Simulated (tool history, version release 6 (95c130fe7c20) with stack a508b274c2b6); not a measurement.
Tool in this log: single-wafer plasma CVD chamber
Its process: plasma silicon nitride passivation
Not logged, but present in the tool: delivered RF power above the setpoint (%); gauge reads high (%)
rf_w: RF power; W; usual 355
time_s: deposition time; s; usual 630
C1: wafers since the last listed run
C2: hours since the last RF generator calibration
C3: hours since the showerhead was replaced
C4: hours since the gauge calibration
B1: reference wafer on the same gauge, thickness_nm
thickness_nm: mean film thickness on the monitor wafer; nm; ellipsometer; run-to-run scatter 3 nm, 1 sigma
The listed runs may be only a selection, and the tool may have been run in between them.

run 1 day=0 | rf_w=310 time_s=699 | C1=0 C2=1989.2 C3=2938.9 C4=330.4 | B1=837.717 | thickness_nm=871.679
run 2 day=0.525 | rf_w=310 time_s=699 | C1=54 C2=2001.8 C3=2951.5 C4=343 | B1=836.975 | thickness_nm=877.291
run 3 day=1.396 | rf_w=405 time_s=556 | C1=91 C2=2022.7 C3=2972.4 C4=363.9 | B1=835.328 | thickness_nm=779.656
run 4 day=2.183 | rf_w=390 time_s=593 | C1=82 C2=2041.6 C3=2991.3 C4=382.8 | B1=836.99 | thickness_nm=819.069
run 5 day=3.158 | rf_w=390 time_s=593 | C1=101 C2=2065 C3=3014.7 C4=406.2 | B1=837.063 | thickness_nm=820.302
run 6 day=3.671 | rf_w=390 time_s=630 | C1=53 C2=2077.3 C3=3027 C4=418.5 | B1=837.573 | thickness_nm=869.23
run 7 day=4.862 | rf_w=390 time_s=630 | C1=124 C2=2105.9 C3=3055.6 C4=447.1 | B1=837.678 | thickness_nm=873.004
run 8 day=5.65 | rf_w=355 time_s=630 | C1=82 C2=2124.8 C3=3074.5 C4=466 | B1=836.711 | thickness_nm=836.822
run 9 day=6.275 | rf_w=355 time_s=630 | C1=65 C2=2139.8 C3=3089.5 C4=481 | B1=837.091 | thickness_nm=833.61
run 10 day=6.892 | rf_w=355 time_s=630 | C1=64 C2=2154.6 C3=3104.3 C4=495.8 | B1=837.075 | thickness_nm=837.647
run 11 day=7.967 | rf_w=355 time_s=630 | C1=112 C2=2180.4 C3=3130.1 C4=521.6 | B1=836.332 | thickness_nm=837.283
run 12 day=8.992 | rf_w=355 time_s=552 | C1=107 C2=2205 C3=3154.7 C4=546.2 | B1=837.054 | thickness_nm=731.618
run 13 day=9.512 | rf_w=355 time_s=552 | C1=54 C2=2217.5 C3=3167.2 C4=558.7 | B1=837.424 | thickness_nm=726.636
-- day=10.592 gauge calibrated
run 14 day=10.975 | rf_w=355 time_s=709 | C1=152 C2=2252.6 C3=3202.3 C4=9.2 | B1=836.493 | thickness_nm=934.799
run 15 day=12.112 | rf_w=355 time_s=709 | C1=118 C2=2279.9 C3=3229.6 C4=36.5 | B1=836.783 | thickness_nm=930.954
run 16 day=13.275 | rf_w=355 time_s=709 | C1=121 C2=2307.8 C3=3257.5 C4=64.4 | B1=836.503 | thickness_nm=934.924
run 17 day=14.308 | rf_w=355 time_s=630 | C1=108 C2=2332.6 C3=3282.3 C4=89.2 | B1=836.049 | thickness_nm=831.141
run 18 day=15.45 | rf_w=355 time_s=630 | C1=119 C2=2360 C3=3309.7 C4=116.6 | B1=837.477 | thickness_nm=831.497
run 19 day=16.9 | rf_w=355 time_s=630 | C1=151 C2=2394.8 C3=3344.5 C4=151.4 | B1=836.469 | thickness_nm=829.946
run 20 day=18.1 | rf_w=355 time_s=630 | C1=125 C2=2423.6 C3=3373.3 C4=180.2 | B1=837.086 | thickness_nm=827.649
run 21 day=18.846 | rf_w=355 time_s=630 | C1=78 C2=2441.5 C3=3391.2 C4=198.1 | B1=836.466 | thickness_nm=824.637
run 22 day=19.808 | rf_w=355 time_s=630 | C1=100 C2=2464.6 C3=3414.3 C4=221.2 | B1=837.364 | thickness_nm=829.069
run 23 day=20.392 | rf_w=380 time_s=754 | C1=61 C2=2478.6 C3=3428.3 C4=235.2 | B1=837.074 | thickness_nm=1011.177
-- day=20.804 RF generator calibrated
run 24 day=21.475 | rf_w=355 time_s=630 | C1=78 C2=16.1 C3=3454.3 C4=261.2 | B1=837.308 | thickness_nm=863.255
run 25 day=22.504 | rf_w=295 time_s=528 | C1=107 C2=40.8 C3=3479 C4=285.9 | B1=837.492 | thickness_nm=669.113
run 26 day=23.471 | rf_w=405 time_s=567 | C1=101 C2=64 C3=3502.2 C4=309.1 | B1=838.972 | thickness_nm=820.445
run 27 day=24.954 | rf_w=355 time_s=738 | C1=155 C2=99.6 C3=3537.8 C4=344.7 | B1=836.935 | thickness_nm=1008.169
run 28 day=28.683 | rf_w=335 time_s=526 | C1=390 C2=189.1 C3=3627.3 C4=434.2 | B1=836.962 | thickness_nm=694.502
run 29 day=30.125 | rf_w=290 time_s=735 | C1=150 C2=223.7 C3=3661.9 C4=468.8 | B1=836.85 | thickness_nm=918.313
run 30 day=30.771 | rf_w=405 time_s=717 | C1=67 C2=239.2 C3=3677.4 C4=484.3 | B1=836.621 | thickness_nm=1035.759
-- day=34.771 gauge calibrated
run 31 day=34.871 | rf_w=310 time_s=699 | C1=428 C2=337.6 C3=3775.8 C4=2.4 | B1=837.478 | thickness_nm=898.946
run 32 day=35.429 | rf_w=355 time_s=533 | C1=58 C2=351 C3=3789.2 C4=15.8 | B1=836.484 | thickness_nm=726.91
run 33 day=36.304 | rf_w=380 time_s=548 | C1=91 C2=372 C3=3810.2 C4=36.8 | B1=836.789 | thickness_nm=767.342
-- day=37.125 showerhead replaced
run 34 day=37.146 | rf_w=305 time_s=630 | C1=53 C2=392.2 C3=0.5 C4=57 | B1=836.25 | thickness_nm=802.163
run 35 day=38.417 | rf_w=390 time_s=630 | C1=132 C2=422.7 C3=31 C4=87.5 | B1=837.774 | thickness_nm=894.483
run 36 day=39 | rf_w=355 time_s=630 | C1=61 C2=436.7 C3=45 C4=101.5 | B1=836.757 | thickness_nm=859.166
run 37 day=39.917 | rf_w=395 time_s=514 | C1=95 C2=458.7 C3=67 C4=123.5 | B1=838.219 | thickness_nm=734.185
run 38 day=41.154 | rf_w=425 time_s=558 | C1=129 C2=488.4 C3=96.7 C4=153.2 | B1=835.969 | thickness_nm=817.75
run 39 day=41.821 | rf_w=390 time_s=550 | C1=69 C2=504.4 C3=112.7 C4=169.2 | B1=835.028 | thickness_nm=776.448
run 40 day=43.308 | rf_w=395 time_s=533 | C1=155 C2=540.1 C3=148.4 C4=204.9 | B1=837.574 | thickness_nm=752.464
run 41 day=44.788 | rf_w=355 time_s=538 | C1=154 C2=575.6 C3=183.9 C4=240.4 | B1=836.723 | thickness_nm=730.99
run 42 day=45.292 | rf_w=355 time_s=715 | C1=52 C2=587.7 C3=196 C4=252.5 | B1=836.771 | thickness_nm=975.151
run 43 day=46.508 | rf_w=330 time_s=711 | C1=127 C2=616.9 C3=225.2 C4=281.7 | B1=838.209 | thickness_nm=931.055
run 44 day=47.438 | rf_w=390 time_s=550 | C1=97 C2=639.2 C3=247.5 C4=304 | B1=836.463 | thickness_nm=774.362

3 options for the next run, each taken on its own from the tool as it stands now. Forecast them:
run A day=47.462 | rf_w=355 time_s=713 | C1=2 C2=639.8 C3=248.1 C4=304.6 | B1=? | thickness_nm=?
run B day=47.462 | rf_w=325 time_s=749 | C1=2 C2=639.8 C3=248.1 C4=304.6 | B1=? | thickness_nm=?
run C day=47.462 | rf_w=355 time_s=574 | C1=2 C2=639.8 C3=248.1 C4=304.6 | B1=? | thickness_nm=?

run=A B1=836.923 thickness_nm=969.539
run=B B1=836.923 thickness_nm=979.981
run=C B1=836.923 thickness_nm=780.527
What these runs would have given with no unlogged condition in the tool:
run=A thickness_nm=982.266
run=B thickness_nm=992.846
run=C thickness_nm=790.773
